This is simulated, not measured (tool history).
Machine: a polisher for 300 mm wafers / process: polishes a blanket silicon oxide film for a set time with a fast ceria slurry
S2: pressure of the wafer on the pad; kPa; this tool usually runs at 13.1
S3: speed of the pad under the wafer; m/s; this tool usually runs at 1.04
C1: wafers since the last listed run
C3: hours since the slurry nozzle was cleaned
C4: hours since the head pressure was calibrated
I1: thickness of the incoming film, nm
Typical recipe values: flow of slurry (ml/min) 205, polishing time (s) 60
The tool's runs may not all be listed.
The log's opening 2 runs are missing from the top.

Run 3, hour 24.4: usual settings; C1 65; wafers polished on this pad 143; C3 401.1; C4 1166.3; I1 1937.9. Result: film removed (angstrom) 6087.
Run 4, hour 30.7: usual settings; C1 55; wafers polished on this pad 199; C3 407.4; C4 1172.6; I1 1919.4. Result: film removed (angstrom) 6087.
Run 5, hour 45.8: usual settings; C1 133; wafers polished on this pad 332; C3 422.5; C4 1187.7; I1 1922.5. Result: film removed (angstrom) 5862.
Run 6, hour 51.9: usual settings; C1 54; wafers polished on this pad 387; C3 428.6; C4 1193.8; I1 1906.0. Result: film removed (angstrom) 5889.
Run 7, hour 58.2: usual settings; C1 55; wafers polished on this pad 442; C3 434.9; C4 1200.1; I1 1906.7. Result: film removed (angstrom) 5760.
Run 8, hour 64.5: usual settings; C1 55; wafers polished on this pad 498; C3 441.2; C4 1206.4; I1 1942.6. Result: film removed (angstrom) 5800.
Run 9, hour 81.9: usual settings; C1 154; wafers polished on this pad 653; C3 458.6; C4 1223.8; I1 1902.7. Result: film removed (angstrom) 5637.
Run 10, hour 93.9: usual settings; C1 106; wafers polished on this pad 759; C3 470.6; C4 1235.8; I1 1924.5. Result: film removed (angstrom) 5607.
At hour 104.6: worn pad replaced by a new one.
Run 11, hour 111.9: usual settings; C1 124; wafers polished on this pad 64; C3 488.6; C4 1253.8; I1 1897.3. Result: film removed (angstrom) 5852.
Run 12, hour 128.5: usual settings; C1 147; wafers polished on this pad 212; C3 505.2; C4 1270.4; I1 1894.0. Result: film removed (angstrom) 5856.
Run 13, hour 136.8: usual settings; C1 73; wafers polished on this pad 285; C3 513.5; C4 1278.7; I1 1933.1. Result: film removed (angstrom) 5774.
Run 14, hour 150.2: usual settings; C1 118; wafers polished on this pad 404; C3 526.9; C4 1292.1; I1 1919.9. Result: film removed (angstrom) 5718.
Run 15, hour 165.4: usual settings but flow of slurry (ml/min) 185; C1 134; wafers polished on this pad 539; C3 542.1; C4 1307.3; I1 1948.3. Result: film removed (angstrom) 5437.
At hour 174.9: head pressure recalibrated.
At hour 180.2: worn pad replaced by a new one.
Run 16, hour 180.7: usual settings but flow of slurry (ml/min) 185; C1 82; wafers polished on this pad 4; C3 557.4; C4 5.8; I1 1945.3. Result: film removed (angstrom) 5833.
Run 17, hour 191.9: usual settings; C1 99; wafers polished on this pad 103; C3 568.6; C4 17.0; I1 1909.0. Result: film removed (angstrom) 5759.
Run 18, hour 205.9: usual settings but S2 17.9 kPa, S3 0.78 m/s, polishing time (s) 42; C1 124; wafers polished on this pad 227; C3 582.6; C4 31.0; I1 1946.0. Result: film removed (angstrom) 3682.

Estimate the outcome of run 19 from the log above:
Run 19, hour 222.5: usual settings but polishing time (s) 66; C1 147; wafers polished on this pad 374; C3 599.2; C4 47.6; I1 1907.4. Result: film removed (angstrom) ?.

{"run 19": {"film removed (angstrom)": 6075}}
Without the tool's hidden state the same run would have given film removed (angstrom) 6875.
